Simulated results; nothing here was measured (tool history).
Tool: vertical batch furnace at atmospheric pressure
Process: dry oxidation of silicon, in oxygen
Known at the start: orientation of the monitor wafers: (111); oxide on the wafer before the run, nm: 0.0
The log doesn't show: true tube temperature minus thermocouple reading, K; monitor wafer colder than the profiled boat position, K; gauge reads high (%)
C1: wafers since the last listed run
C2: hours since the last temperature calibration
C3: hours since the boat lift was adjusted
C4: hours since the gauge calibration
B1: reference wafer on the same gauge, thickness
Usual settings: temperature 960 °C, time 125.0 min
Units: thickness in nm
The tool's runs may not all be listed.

{"run": 1, "hour": 0.0, "temperature": 953, "time": 125.0, "C1": 0, "C2": 1628.5, "C3": 3643.2, "C4": 1128.0, "B1": 93.23, "thickness": 76.67}
{"run": 2, "hour": 166.5, "temperature": 960, "time": 125.0, "C1": 2553, "C2": 1795.0, "C3": 3809.7, "C4": 1294.5, "B1": 93.24, "thickness": 81.32}
{"run": 3, "hour": 252.6, "temperature": 960, "time": 125.0, "C1": 1320, "C2": 1881.1, "C3": 3895.8, "C4": 1380.6, "B1": 93.18, "thickness": 81.16}
{"run": 4, "hour": 313.2, "temperature": 960, "time": 125.0, "C1": 929, "C2": 1941.7, "C3": 3956.4, "C4": 1441.2, "B1": 93.19, "thickness": 81.51}
{"run": 5, "hour": 410.1, "temperature": 960, "time": 125.0, "C1": 1486, "C2": 2038.6, "C3": 4053.3, "C4": 1538.1, "B1": 93.2, "thickness": 81.42}
{"run": 6, "hour": 454.0, "temperature": 960, "time": 125.0, "C1": 673, "C2": 2082.5, "C3": 4097.2, "C4": 1582.0, "B1": 93.18, "thickness": 81.94}
{"run": 7, "hour": 519.0, "temperature": 960, "time": 125.0, "C1": 996, "C2": 2147.5, "C3": 4162.2, "C4": 1647.0, "B1": 93.17, "thickness": 81.94}
{"hour": 548.3, "done": "boat lift adjusted"}
{"run": 8, "hour": 624.5, "temperature": 960, "time": 125.0, "C1": 1249, "C2": 2253.0, "C3": 76.2, "C4": 1752.5, "B1": 93.25, "thickness": 81.98}
{"run": 9, "hour": 683.6, "temperature": 960, "time": 166.0, "C1": 906, "C2": 2312.1, "C3": 135.3, "C4": 1811.6, "B1": 93.29, "thickness": 99.13}
{"hour": 690.8, "done": "gauge calibrated"}
{"run": 10, "hour": 733.2, "temperature": 960, "time": 166.0, "C1": 760, "C2": 2361.7, "C3": 184.9, "C4": 42.4, "B1": 93.12, "thickness": 99.75}
{"hour": 858.7, "done": "thermocouples replaced and temperature profile calibrated"}
{"run": 11, "hour": 885.1, "temperature": 960, "time": 107.5, "C1": 1961, "C2": 26.4, "C3": 336.8, "C4": 194.3, "B1": 93.07, "thickness": 72.12}
{"run": 12, "hour": 985.3, "temperature": 960, "time": 125.0, "C1": 1536, "C2": 126.6, "C3": 437.0, "C4": 294.5, "B1": 93.25, "thickness": 79.8}
{"run": 13, "hour": 1068.8, "temperature": 950, "time": 93.5, "C1": 1280, "C2": 210.1, "C3": 520.5, "C4": 378.0, "B1": 93.18, "thickness": 60.24}
{"run": 14, "hour": 1123.5, "temperature": 943, "time": 153.5, "C1": 838, "C2": 264.8, "C3": 575.2, "C4": 432.7, "B1": 93.05, "thickness": 80.2}
{"run": 15, "hour": 1161.9, "temperature": 960, "time": 125.0, "C1": 588, "C2": 303.2, "C3": 613.6, "C4": 471.1, "B1": 93.13, "thickness": 79.55}
{"run": 16, "hour": 1216.6, "temperature": 960, "time": 125.0, "C1": 838, "C2": 357.9, "C3": 668.3, "C4": 525.8, "B1": 93.2, "thickness": 79.51}
{"run": 17, "hour": 1262.4, "temperature": 985, "time": 80.0, "C1": 702, "C2": 403.7, "C3": 714.1, "C4": 571.6, "B1": 93.07, "thickness": 71.5}
{"run": 18, "hour": 1313.3, "temperature": 960, "time": 70.5, "C1": 780, "C2": 454.6, "C3": 765.0, "C4": 622.5, "B1": 93.22, "thickness": 53.97}
{"run": 19, "hour": 1373.4, "temperature": 979, "time": 101.0, "C1": 921, "C2": 514.7, "C3": 825.1, "C4": 682.6, "B1": 93.26, "thickness": 80.36}
{"run": 20, "hour": 1457.9, "temperature": 960, "time": 149.0, "C1": 1295, "C2": 599.2, "C3": 909.6, "C4": 767.1, "B1": 93.15, "thickness": 90.08}
{"run": 21, "hour": 1547.0, "temperature": 937, "time": 151.5, "C1": 1366, "C2": 688.3, "C3": 998.7, "C4": 856.2, "B1": 93.14, "thickness": 75.27}

5 ways to go on from here, each from the tool as it stands after run 21. What would each give?
{"run": "A", "hour": 1552.0, "temperature": 960, "time": 82.5, "C1": 76, "C2": 693.3, "C3": 1003.7, "C4": 861.2, "B1": "?", "thickness": "?"}
{"run": "B", "hour": 1552.0, "temperature": 973, "time": 80.5, "C1": 76, "C2": 693.3, "C3": 1003.7, "C4": 861.2, "B1": "?", "thickness": "?"}
{"run": "C", "hour": 1552.0, "temperature": 960, "time": 86.0, "C1": 76, "C2": 693.3, "C3": 1003.7, "C4": 861.2, "B1": "?", "thickness": "?"}
{"run": "D", "hour": 1552.0, "temperature": 944, "time": 125.0, "C1": 76, "C2": 693.3, "C3": 1003.7, "C4": 861.2, "B1": "?", "thickness": "?"}
{"run": "E", "hour": 1552.0, "temperature": 982, "time": 71.5, "C1": 76, "C2": 693.3, "C3": 1003.7, "C4": 861.2, "B1": "?", "thickness": "?"}

run=A B1=93.18 thickness=60.32
run=B B1=93.18 thickness=65.73
run=C B1=93.18 thickness=62.05
run=D B1=93.18 thickness=70.31
run=E B1=93.18 thickness=64.99
Without the tool's hidden state the same runs would have given:
run=A thickness=60.05
run=B thickness=65.45
run=C thickness=61.77
run=D thickness=69.99
run=E thickness=64.72
